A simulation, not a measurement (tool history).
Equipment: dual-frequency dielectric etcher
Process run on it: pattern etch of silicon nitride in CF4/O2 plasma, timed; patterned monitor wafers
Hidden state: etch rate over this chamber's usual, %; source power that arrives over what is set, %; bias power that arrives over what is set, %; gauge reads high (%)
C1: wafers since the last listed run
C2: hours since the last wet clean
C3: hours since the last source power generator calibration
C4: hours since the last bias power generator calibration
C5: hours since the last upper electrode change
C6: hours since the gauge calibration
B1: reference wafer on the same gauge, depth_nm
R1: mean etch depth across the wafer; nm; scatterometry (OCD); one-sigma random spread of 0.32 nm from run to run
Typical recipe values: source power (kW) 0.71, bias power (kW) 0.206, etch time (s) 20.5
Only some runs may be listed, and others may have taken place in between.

run 1 day=0 | source_power_(kW)=0.71 bias_power_(kW)=0.206 etch_time_(s)=20.5 | C1=0 C2=373.4 C3=1772.8 C4=4738.6 C5=4678.6 C6=535.7 | B1=50.6 | R1=57.8
run 2 day=2.567 | source_power_(kW)=0.71 bias_power_(kW)=0.206 etch_time_(s)=20.5 | C1=1436 C2=435 C3=1834.4 C4=4800.2 C5=4740.2 C6=597.3 | B1=50.6 | R1=58.5
run 3 day=3.638 | source_power_(kW)=0.71 bias_power_(kW)=0.206 etch_time_(s)=20.5 | C1=599 C2=460.7 C3=1860.1 C4=4825.9 C5=4765.9 C6=623 | B1=50.6 | R1=59.1
run 4 day=6.617 | source_power_(kW)=0.71 bias_power_(kW)=0.206 etch_time_(s)=20.5 | C1=1667 C2=532.2 C3=1931.6 C4=4897.4 C5=4837.4 C6=694.5 | B1=50.7 | R1=59.3
-- day=7.792 wet clean of the chamber
run 5 day=8.562 | source_power_(kW)=0.57 bias_power_(kW)=0.206 etch_time_(s)=20.5 | C1=529 C2=18.5 C3=1978.3 C4=4944.1 C5=4884.1 C6=741.2 | B1=50.7 | R1=50.7
run 6 day=9.833 | source_power_(kW)=0.57 bias_power_(kW)=0.206 etch_time_(s)=20.5 | C1=711 C2=49 C3=2008.8 C4=4974.6 C5=4914.6 C6=771.7 | B1=50.6 | R1=50.4
run 7 day=11.617 | source_power_(kW)=0.57 bias_power_(kW)=0.206 etch_time_(s)=20.5 | C1=998 C2=91.8 C3=2051.6 C4=5017.4 C5=4957.4 C6=814.5 | B1=50.6 | R1=50.7
run 8 day=13.133 | source_power_(kW)=0.71 bias_power_(kW)=0.206 etch_time_(s)=20.5 | C1=849 C2=128.2 C3=2088 C4=5053.8 C5=4993.8 C6=850.9 | B1=50.6 | R1=56.7
run 9 day=14.388 | source_power_(kW)=0.71 bias_power_(kW)=0.206 etch_time_(s)=20.5 | C1=702 C2=158.3 C3=2118.1 C4=5083.9 C5=5023.9 C6=881 | B1=50.6 | R1=56.4
run 10 day=15.533 | source_power_(kW)=0.71 bias_power_(kW)=0.206 etch_time_(s)=20.5 | C1=641 C2=185.8 C3=2145.6 C4=5111.4 C5=5051.4 C6=908.5 | B1=50.6 | R1=57.3
-- day=18.354 upper electrode replaced
run 11 day=18.375 | source_power_(kW)=0.71 bias_power_(kW)=0.206 etch_time_(s)=20.5 | C1=1031 C2=254 C3=2213.8 C4=5179.6 C5=0.5 C6=976.7 | B1=50.6 | R1=56.8
run 12 day=19.017 | source_power_(kW)=0.71 bias_power_(kW)=0.206 etch_time_(s)=20.5 | C1=359 C2=269.4 C3=2229.2 C4=5195 C5=15.9 C6=992.1 | B1=50.6 | R1=57.6
-- day=20.354 gauge calibrated
-- day=21.058 bias power generator calibrated
run 13 day=21.096 | source_power_(kW)=0.71 bias_power_(kW)=0.206 etch_time_(s)=17.5 | C1=1070 C2=319.3 C3=2279.1 C4=0.9 C5=65.8 C6=17.8 | B1=50.6 | R1=49.1

Expected results for the next run?
-- day=21.975 source power generator calibrated
-- day=27.346 wet clean of the chamber
run 14 day=29.825 | source_power_(kW)=0.71 bias_power_(kW)=0.234 etch_time_(s)=25 | C1=4233 C2=59.5 C3=188.4 C4=210.4 C5=275.3 C6=227.3 | B1=? | R1=?

Run 14 came out at B1 50.6, R1 73.1 nm.
Minus the tool's unlogged condition, the same run would have read R1 73 nm.
